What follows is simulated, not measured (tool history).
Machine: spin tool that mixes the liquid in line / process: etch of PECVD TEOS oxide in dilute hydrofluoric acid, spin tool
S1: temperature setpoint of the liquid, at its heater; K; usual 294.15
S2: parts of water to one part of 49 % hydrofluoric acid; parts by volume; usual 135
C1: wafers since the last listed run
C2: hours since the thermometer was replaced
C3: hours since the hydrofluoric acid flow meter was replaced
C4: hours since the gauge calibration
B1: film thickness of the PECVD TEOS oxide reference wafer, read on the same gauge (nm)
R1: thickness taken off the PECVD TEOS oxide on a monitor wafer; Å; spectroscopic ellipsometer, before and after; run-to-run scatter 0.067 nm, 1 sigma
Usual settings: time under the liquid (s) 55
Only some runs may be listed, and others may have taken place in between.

Run 1, hour 0.0: usual settings but time under the liquid (s) 70; C1 0; C2 1091.6; C3 2034.7; C4 308.4; B1 139.98. Result: R1 76.0 Å.
Run 2, hour 30.4: usual settings but time under the liquid (s) 70; C1 322; C2 1122.0; C3 2065.1; C4 338.8; B1 140.00. Result: R1 77.6 Å.
Run 3, hour 62.7: usual settings but time under the liquid (s) 70; C1 342; C2 1154.3; C3 2097.4; C4 371.1; B1 140.01. Result: R1 77.0 Å.
Run 4, hour 113.9: usual settings; C1 543; C2 1205.5; C3 2148.6; C4 422.3; B1 140.02. Result: R1 59.8 Å.
Run 5, hour 165.4: usual settings but S1 291.15 K; C1 546; C2 1257.0; C3 2200.1; C4 473.8; B1 140.05. Result: R1 52.3 Å.
Run 6, hour 202.4: usual settings but S1 291.15 K; C1 392; C2 1294.0; C3 2237.1; C4 510.8; B1 140.02. Result: R1 52.7 Å.
Run 7, hour 234.1: usual settings but S1 291.15 K; C1 336; C2 1325.7; C3 2268.8; C4 542.5; B1 140.02. Result: R1 52.3 Å.
Run 8, hour 330.3: usual settings; C1 1021; C2 1421.9; C3 2365.0; C4 638.7; B1 140.02. Result: R1 58.6 Å.
Run 9, hour 368.3: usual settings; C1 403; C2 1459.9; C3 2403.0; C4 676.7; B1 139.97. Result: R1 57.8 Å.
Run 10, hour 411.2: usual settings; C1 455; C2 1502.8; C3 2445.9; C4 719.6; B1 140.03. Result: R1 58.2 Å.
At hour 414.6: thermometer replaced.
Run 11, hour 444.5: usual settings; C1 342; C2 29.9; C3 2479.2; C4 752.9; B1 140.02. Result: R1 62.5 Å.

Estimate the outcome of run 12 from the log above:
Run 12, hour 479.7: usual settings but S1 299.15 K, S2 80 parts by volume, time under the liquid (s) 85; C1 373; C2 65.1; C3 2514.4; C4 788.1; B1 ?. Result: R1 ?.

Run 12 came out at B1 140.01, R1 214.1 Å.
Minus the tool's unlogged condition, the same run would have read R1 254.1 Å.

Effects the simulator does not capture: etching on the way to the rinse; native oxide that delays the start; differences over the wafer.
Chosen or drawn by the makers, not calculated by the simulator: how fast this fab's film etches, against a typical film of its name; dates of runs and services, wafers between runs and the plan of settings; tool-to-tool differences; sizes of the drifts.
